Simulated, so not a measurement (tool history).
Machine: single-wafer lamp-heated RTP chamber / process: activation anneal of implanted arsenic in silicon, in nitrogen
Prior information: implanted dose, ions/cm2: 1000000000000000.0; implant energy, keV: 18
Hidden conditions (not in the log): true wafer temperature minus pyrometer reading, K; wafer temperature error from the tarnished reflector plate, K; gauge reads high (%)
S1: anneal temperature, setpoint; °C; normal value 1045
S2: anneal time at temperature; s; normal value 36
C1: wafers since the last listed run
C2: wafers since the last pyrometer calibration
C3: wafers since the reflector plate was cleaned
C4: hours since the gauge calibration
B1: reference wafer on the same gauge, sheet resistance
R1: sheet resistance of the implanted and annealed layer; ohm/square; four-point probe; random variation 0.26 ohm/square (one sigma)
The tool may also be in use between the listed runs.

{"run": 1, "hour": 0.0, "S1": 1061, "S2": 48, "C1": 0, "C2": 3657, "C3": 3346, "C4": 272.9, "B1": 103.98, "R1": 103.72}
{"run": 2, "hour": 43.1, "S1": 1061, "S2": 48, "C1": 387, "C2": 4045, "C3": 3734, "C4": 316.0, "B1": 103.98, "R1": 103.6}
{"hour": 54.2, "done": "pyrometer window cleaned and pyrometer calibrated"}
{"run": 3, "hour": 92.0, "S1": 1057, "S2": 36, "C1": 367, "C2": 340, "C3": 4102, "C4": 364.9, "B1": 103.93, "R1": 107.42}
{"run": 4, "hour": 157.5, "S1": 1045, "S2": 51, "C1": 588, "C2": 929, "C3": 4691, "C4": 430.4, "B1": 104.05, "R1": 106.28}
{"run": 5, "hour": 221.6, "S1": 1045, "S2": 51, "C1": 576, "C2": 1505, "C3": 5267, "C4": 494.5, "B1": 104.02, "R1": 106.16}
{"run": 6, "hour": 324.1, "S1": 1045, "S2": 36, "C1": 921, "C2": 2427, "C3": 6189, "C4": 597.0, "B1": 103.98, "R1": 109.47}
{"run": 7, "hour": 379.8, "S1": 1045, "S2": 44, "C1": 500, "C2": 2927, "C3": 6690, "C4": 652.7, "B1": 103.98, "R1": 107.0}
{"run": 8, "hour": 424.5, "S1": 1054, "S2": 21, "C1": 401, "C2": 3329, "C3": 7092, "C4": 697.4, "B1": 104.0, "R1": 112.36}
{"hour": 460.8, "done": "pyrometer window cleaned and pyrometer calibrated"}
{"run": 9, "hour": 492.1, "S1": 1045, "S2": 36, "C1": 535, "C2": 281, "C3": 7627, "C4": 765.0, "B1": 103.93, "R1": 109.94}
{"hour": 499.0, "done": "gauge calibrated"}
{"hour": 505.6, "done": "reflector plate cleaned"}
{"run": 10, "hour": 679.7, "S1": 1045, "S2": 36, "C1": 1614, "C2": 1896, "C3": 1565, "C4": 180.7, "B1": 103.91, "R1": 110.41}
{"run": 11, "hour": 756.2, "S1": 1059, "S2": 43, "C1": 687, "C2": 2584, "C3": 2253, "C4": 257.2, "B1": 104.0, "R1": 105.49}
{"run": 12, "hour": 808.7, "S1": 1028, "S2": 36, "C1": 472, "C2": 3056, "C3": 2725, "C4": 309.7, "B1": 103.97, "R1": 113.9}
{"hour": 872.3, "done": "pyrometer window cleaned and pyrometer calibrated"}
{"run": 13, "hour": 872.8, "S1": 1066, "S2": 28, "C1": 504, "C2": 4, "C3": 3229, "C4": 373.8, "B1": 103.97, "R1": 107.75}
{"run": 14, "hour": 906.6, "S1": 1045, "S2": 36, "C1": 303, "C2": 308, "C3": 3533, "C4": 407.6, "B1": 104.06, "R1": 109.39}
{"run": 15, "hour": 1013.4, "S1": 1034, "S2": 36, "C1": 960, "C2": 1268, "C3": 4494, "C4": 514.4, "B1": 103.94, "R1": 112.15}

Hidden state at the last listed run before each entry between runs and at the first one after, where it differs:
Logged between run 2 and run 3: pyrometer window cleaned and pyrometer calibrated (hour 54.2)
  wafer temperature error from the tarnished reflector plate, K: 6.67 -> 6.99
  difference, measured minus the result without the unlogged condition, R1: -1.31 -> -1.46 ohm/square
Logged between run 8 and run 9: pyrometer window cleaned and pyrometer calibrated (hour 460.8)
  wafer temperature error from the tarnished reflector plate, K: 8.15 -> 8.27
  difference, measured minus the result without the unlogged condition, R1: -1.85 -> -1.76 ohm/square
Logged between run 9 and run 10: gauge calibrated (hour 499.0); reflector plate cleaned (hour 505.6)
  wafer temperature error from the tarnished reflector plate, K: 8.27 -> 4.74
  difference, measured minus the result without the unlogged condition, R1: -1.76 -> -1.01 ohm/square
Logged between run 12 and run 13: pyrometer window cleaned and pyrometer calibrated (hour 872.3)
  wafer temperature error from the tarnished reflector plate, K: 6.39 -> 6.98
  difference, measured minus the result without the unlogged condition, R1: -1.54 -> -1.47 ohm/square

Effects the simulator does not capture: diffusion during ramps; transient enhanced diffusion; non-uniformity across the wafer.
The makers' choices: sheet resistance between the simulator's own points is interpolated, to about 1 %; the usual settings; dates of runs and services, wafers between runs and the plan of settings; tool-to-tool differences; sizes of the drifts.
